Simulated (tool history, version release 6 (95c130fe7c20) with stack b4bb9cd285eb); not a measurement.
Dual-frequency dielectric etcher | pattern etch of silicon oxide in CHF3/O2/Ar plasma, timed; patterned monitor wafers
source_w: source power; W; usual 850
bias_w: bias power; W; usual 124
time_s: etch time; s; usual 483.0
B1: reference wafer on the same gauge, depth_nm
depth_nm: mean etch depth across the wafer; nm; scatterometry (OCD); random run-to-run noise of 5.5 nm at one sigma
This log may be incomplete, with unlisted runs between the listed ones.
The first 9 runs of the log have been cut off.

Run 10, hour 253.5: usual settings but source_w 930 W; B1 1082.7. Result: depth_nm 1001.9 nm.
Run 11, hour 275.7: usual settings but source_w 930 W; B1 1081.1. Result: depth_nm 984.3 nm.
Run 12, hour 317.6: usual settings; B1 1083.4. Result: depth_nm 959.9 nm.
Run 13, hour 341.5: usual settings; B1 1084.2. Result: depth_nm 959.8 nm.
At hour 385.0: upper electrode replaced.
Run 14, hour 428.8: usual settings; B1 1082.9. Result: depth_nm 946.7 nm.
Run 15, hour 458.0: usual settings but time_s 430.5 s; B1 1083.6. Result: depth_nm 845.4 nm.
At hour 490.6: wet clean of the chamber.
Run 16, hour 491.1: usual settings; B1 1084.0. Result: depth_nm 993.5 nm.
Run 17, hour 495.2: usual settings but source_w 920 W, bias_w 93 W, time_s 532.5 s; B1 1084.1. Result: depth_nm 987.0 nm.
Run 18, hour 509.7: usual settings but bias_w 104 W, time_s 370.0 s; B1 1081.5. Result: depth_nm 705.6 nm.
Run 19, hour 545.2: usual settings but source_w 930 W, bias_w 93 W, time_s 427.0 s; B1 1085.3. Result: depth_nm 783.2 nm.
Run 20, hour 572.9: usual settings; B1 1085.4. Result: depth_nm 968.3 nm.
Run 21, hour 589.9: usual settings; B1 1082.5. Result: depth_nm 966.7 nm.
Run 22, hour 604.5: usual settings; B1 1080.1. Result: depth_nm 959.3 nm.
At hour 608.9: bias power generator calibrated.
Run 23, hour 628.0: usual settings but bias_w 113 W; B1 1083.6. Result: depth_nm 934.6 nm.
At hour 628.3: gauge calibrated.
Run 24, hour 655.2: usual settings but source_w 700 W, bias_w 108 W; B1 1081.5. Result: depth_nm 869.1 nm.
At hour 683.9: source power generator calibrated.
Run 25, hour 689.7: usual settings; B1 1083.3. Result: depth_nm 947.4 nm.
Run 26, hour 720.4: usual settings but source_w 1030 W; B1 1083.2. Result: depth_nm 1003.0 nm.
Run 27, hour 741.5: usual settings; B1 1082.2. Result: depth_nm 949.8 nm.
Run 28, hour 755.6: usual settings but bias_w 106 W, time_s 624.0 s; B1 1082.3. Result: depth_nm 1149.7 nm.
At hour 848.5: wet clean of the chamber.
Run 29, hour 859.0: usual settings but time_s 445.5 s; B1 1083.7. Result: depth_nm 901.1 nm.
Run 30, hour 882.9: usual settings but source_w 750 W; B1 1083.3. Result: depth_nm 950.0 nm.
Run 31, hour 904.2: usual settings but time_s 616.0 s; B1 1084.4. Result: depth_nm 1247.3 nm.

Each row is a separate what-if for the run after 31, all from the same tool condition, not one after another. Results?
Run A, hour 904.8: usual settings but source_w 910 W; B1 ?. Result: depth_nm ?.
Run B, hour 904.8: usual settings but source_w 920 W, bias_w 135 W, time_s 533.5 s; B1 ?. Result: depth_nm ?.
Run C, hour 904.8: usual settings but source_w 640 W, bias_w 100 W, time_s 577.5 s; B1 ?. Result: depth_nm ?.

run      B1  depth_nm
  A  1084.8     989.7
  B  1084.8    1132.7
  C  1084.8     996.9
Without the tool's hidden state the same runs would have given:
run  depth_nm
  A     999.5
  B    1143.9
  C    1006.7

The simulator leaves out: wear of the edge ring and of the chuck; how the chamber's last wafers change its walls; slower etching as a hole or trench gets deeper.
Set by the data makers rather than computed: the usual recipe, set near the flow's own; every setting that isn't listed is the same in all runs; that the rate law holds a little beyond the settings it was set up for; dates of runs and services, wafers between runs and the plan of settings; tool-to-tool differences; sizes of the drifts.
